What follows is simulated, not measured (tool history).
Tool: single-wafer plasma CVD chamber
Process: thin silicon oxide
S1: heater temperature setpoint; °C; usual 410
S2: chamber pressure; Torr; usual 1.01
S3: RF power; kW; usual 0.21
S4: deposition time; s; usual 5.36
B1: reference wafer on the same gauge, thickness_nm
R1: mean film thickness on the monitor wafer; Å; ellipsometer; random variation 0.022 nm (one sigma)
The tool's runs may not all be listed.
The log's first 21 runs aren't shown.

run 22 hour=1133.7 | S1=410 S2=1.01 S3=0.23 S4=4.92 | B1=11.046 | R1=98.23
run 23 hour=1181.9 | S1=396 S2=0.9 S3=0.21 S4=4.41 | B1=11.061 | R1=76.9
run 24 hour=1242.1 | S1=410 S2=1.01 S3=0.21 S4=4.58 | B1=11.063 | R1=88.47
run 25 hour=1292 | S1=410 S2=1.01 S3=0.21 S4=5.36 | B1=11.058 | R1=103.33
run 26 hour=1326 | S1=410 S2=1.01 S3=0.19 S4=5.36 | B1=11.063 | R1=98.98
run 27 hour=1385 | S1=423 S2=1.26 S3=0.225 S4=5.07 | B1=11.061 | R1=115.04
run 28 hour=1448.5 | S1=410 S2=1.01 S3=0.21 S4=5.36 | B1=11.062 | R1=103.18
run 29 hour=1501.1 | S1=417 S2=1.01 S3=0.21 S4=5.36 | B1=11.06 | R1=103.16
-- hour=1520 gauge calibrated
run 30 hour=1557.1 | S1=423 S2=1.01 S3=0.175 S4=5.36 | B1=10.914 | R1=93.82

3 ways to go on from here, each from the tool as it stands after run 30. What would each give?
run A hour=1557.5 | S1=410 S2=1.01 S3=0.21 S4=6.37 | B1=? | R1=?
run B hour=1557.5 | S1=396 S2=0.93 S3=0.18 S4=4.71 | B1=? | R1=?
run C hour=1557.5 | S1=410 S2=0.92 S3=0.21 S4=4.92 | B1=? | R1=?

run=A B1=10.92 R1=120.79
run=B B1=10.92 R1=78.35
run=C B1=10.92 R1=85.61
Without the tool's hidden state the same runs would have given:
run=A R1=120.61
run=B R1=78.23
run=C R1=85.48
